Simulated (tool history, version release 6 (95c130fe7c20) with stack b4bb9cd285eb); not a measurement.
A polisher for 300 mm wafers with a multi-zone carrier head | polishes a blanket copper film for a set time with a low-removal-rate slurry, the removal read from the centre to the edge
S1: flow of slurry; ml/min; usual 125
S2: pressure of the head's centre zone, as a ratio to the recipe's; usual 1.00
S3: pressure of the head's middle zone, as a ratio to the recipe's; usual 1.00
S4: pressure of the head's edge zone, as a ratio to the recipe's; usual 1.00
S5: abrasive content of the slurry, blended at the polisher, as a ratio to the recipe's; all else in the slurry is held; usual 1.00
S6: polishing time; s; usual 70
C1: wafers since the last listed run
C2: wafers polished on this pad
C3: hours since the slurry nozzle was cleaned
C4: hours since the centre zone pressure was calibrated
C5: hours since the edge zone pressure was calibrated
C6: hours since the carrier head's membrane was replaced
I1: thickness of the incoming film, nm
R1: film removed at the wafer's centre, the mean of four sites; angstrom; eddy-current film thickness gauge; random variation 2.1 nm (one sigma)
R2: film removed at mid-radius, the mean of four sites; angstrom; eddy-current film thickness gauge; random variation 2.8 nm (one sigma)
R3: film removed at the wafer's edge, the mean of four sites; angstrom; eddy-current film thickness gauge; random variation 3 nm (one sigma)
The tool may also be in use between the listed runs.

Run 1, hour 0.0: usual settings but S4 0.94, S5 1.30, S6 51 s; C1 0; C2 1598; C3 365.8; C4 392.5; C5 118.8; C6 629.7; I1 1076.2. Result: R1 1574 angstrom, R2 1661 angstrom, R3 1662 angstrom.
Run 2, hour 74.0: usual settings; C1 759; C2 2358; C3 439.8; C4 466.5; C5 192.8; C6 703.7; I1 1069.8. Result: R1 2079 angstrom, R2 2179 angstrom, R3 2271 angstrom.
Run 3, hour 147.3: usual settings but S1 140 ml/min, S6 56 s; C1 752; C2 3110; C3 513.1; C4 539.8; C5 266.1; C6 777.0; I1 1074.2. Result: R1 1718 angstrom, R2 1780 angstrom, R3 1815 angstrom.
Run 4, hour 244.5: usual settings; C1 997; C2 4107; C3 610.3; C4 637.0; C5 363.3; C6 874.2; I1 1062.6. Result: R1 2090 angstrom, R2 2172 angstrom, R3 2198 angstrom.
Run 5, hour 282.5: usual settings but S6 60 s; C1 389; C2 4497; C3 648.3; C4 675.0; C5 401.3; C6 912.2; I1 1084.0. Result: R1 1766 angstrom, R2 1859 angstrom, R3 1911 angstrom.
At hour 311.9: slurry nozzle cleaned.
Run 6, hour 319.6: usual settings; C1 370; C2 4868; C3 7.7; C4 712.1; C5 438.4; C6 949.3; I1 1052.2. Result: R1 2097 angstrom, R2 2208 angstrom, R3 2280 angstrom.
Run 7, hour 366.7: usual settings but S4 0.92, S5 1.15; C1 483; C2 5351; C3 54.8; C4 759.2; C5 485.5; C6 996.4; I1 1079.3. Result: R1 2145 angstrom, R2 2282 angstrom, R3 2214 angstrom.
Run 8, hour 467.3: usual settings; C1 1032; C2 6384; C3 155.4; C4 859.8; C5 586.1; C6 1097.0; I1 1070.7. Result: R1 2096 angstrom, R2 2166 angstrom, R3 2224 angstrom.
Run 9, hour 518.9: usual settings but S5 0.75, S6 47 s; C1 529; C2 6913; C3 207.0; C4 911.4; C5 637.7; C6 1148.6; I1 1084.6. Result: R1 1362 angstrom, R2 1463 angstrom, R3 1461 angstrom.
At hour 554.2: carrier head's membrane replaced by a new one.
At hour 579.0: worn pad replaced by a new one.
Run 10, hour 590.5: usual settings but S1 105 ml/min, S3 1.08, S6 90 s; C1 642; C2 117; C3 278.6; C4 983.0; C5 709.3; C6 36.3; I1 1085.1. Result: R1 2614 angstrom, R2 2942 angstrom, R3 2834 angstrom.
At hour 656.1: centre zone pressure recalibrated.
Run 11, hour 674.5: usual settings but S1 85 ml/min, S4 1.04, S5 1.30; C1 841; C2 959; C3 362.6; C4 18.4; C5 793.3; C6 120.3; I1 1063.2. Result: R1 2018 angstrom, R2 2160 angstrom, R3 2277 angstrom.
Run 12, hour 719.1: usual settings but S2 1.03, S5 1.15; C1 457; C2 1416; C3 407.2; C4 63.0; C5 837.9; C6 164.9; I1 1057.0. Result: R1 2210 angstrom, R2 2191 angstrom, R3 2322 angstrom.
Run 13, hour 784.2: usual settings; C1 668; C2 2084; C3 472.3; C4 128.1; C5 903.0; C6 230.0; I1 1068.2. Result: R1 2071 angstrom, R2 2207 angstrom, R3 2281 angstrom.
Run 14, hour 890.9: usual settings but S6 64 s; C1 1094; C2 3179; C3 579.0; C4 234.8; C5 1009.7; C6 336.7; I1 1074.4. Result: R1 1917 angstrom, R2 2025 angstrom, R3 2041 angstrom.
At hour 907.6: slurry nozzle cleaned.
Run 15, hour 985.4: usual settings but S2 0.94, S3 1.04, S4 1.08, S6 53 s; C1 959; C2 4139; C3 77.8; C4 329.3; C5 1104.2; C6 431.2; I1 1056.9. Result: R1 1467 angstrom, R2 1692 angstrom, R3 1766 angstrom.
Run 16, hour 1022.7: usual settings but S1 140 ml/min, S2 1.12, S3 1.08, S6 87 s; C1 382; C2 4522; C3 115.1; C4 366.6; C5 1141.5; C6 468.5; I1 1084.2. Result: R1 2924 angstrom, R2 2920 angstrom, R3 2820 angstrom.
At hour 1108.3: edge zone pressure recalibrated.
Run 17, hour 1129.7: usual settings; C1 1077; C2 5599; C3 222.1; C4 473.6; C5 21.4; C6 575.5; I1 1062.4. Result: R1 2082 angstrom, R2 2198 angstrom, R3 2198 angstrom.
Run 18, hour 1179.7: usual settings; C1 513; C2 6112; C3 272.1; C4 523.6; C5 71.4; C6 625.5; I1 1069.9. Result: R1 2056 angstrom, R2 2199 angstrom, R3 2207 angstrom.
Run 19, hour 1264.4: usual settings but S2 1.04, S5 1.25, S6 57 s; C1 869; C2 6981; C3 356.8; C4 608.3; C5 156.1; C6 710.2; I1 1089.8. Result: R1 1836 angstrom, R2 1836 angstrom, R3 1875 angstrom.
At hour 1299.3: worn pad replaced by a new one.
Run 20, hour 1358.5: usual settings but S2 1.09, S3 1.07, S4 1.08, S6 51 s; C1 924; C2 607; C3 450.9; C4 702.4; C5 250.2; C6 804.3; I1 1076.8. Result: R1 1650 angstrom, R2 1681 angstrom, R3 1706 angstrom.

5 ways to go on from here, each from the tool as it stands after run 20. What would each give?
Run A, hour 1358.9: usual settings; C1 4; C2 611; C3 451.3; C4 702.8; C5 250.6; C6 804.7; I1 1082.4. Result: R1 ?, R2 ?, R3 ?.
Run B, hour 1358.9: usual settings but S2 1.08, S3 0.95; C1 4; C2 611; C3 451.3; C4 702.8; C5 250.6; C6 804.7; I1 1082.4. Result: R1 ?, R2 ?, R3 ?.
Run C, hour 1358.9: usual settings but S3 1.04, S5 0.85; C1 4; C2 611; C3 451.3; C4 702.8; C5 250.6; C6 804.7; I1 1082.4. Result: R1 ?, R2 ?, R3 ?.
Run D, hour 1358.9: usual settings but S5 1.10, S6 46 s; C1 4; C2 611; C3 451.3; C4 702.8; C5 250.6; C6 804.7; I1 1082.4. Result: R1 ?, R2 ?, R3 ?.
Run E, hour 1358.9: usual settings but S1 95 ml/min, S3 1.11; C1 4; C2 611; C3 451.3; C4 702.8; C5 250.6; C6 804.7; I1 1082.4. Result: R1 ?, R2 ?, R3 ?.

run    R1    R2    R3
  A  2092  2207  2261
  B  2260  2113  2263
  C  2054  2239  2218
  D  1391  1467  1503
  E  2004  2321  2199
Without the tool's hidden state the same runs would have given:
run    R1    R2    R3
  A  2092  2207  2261
  B  2260  2113  2263
  C  2054  2239  2218
  D  1391  1467  1503
  E  2004  2321  2199
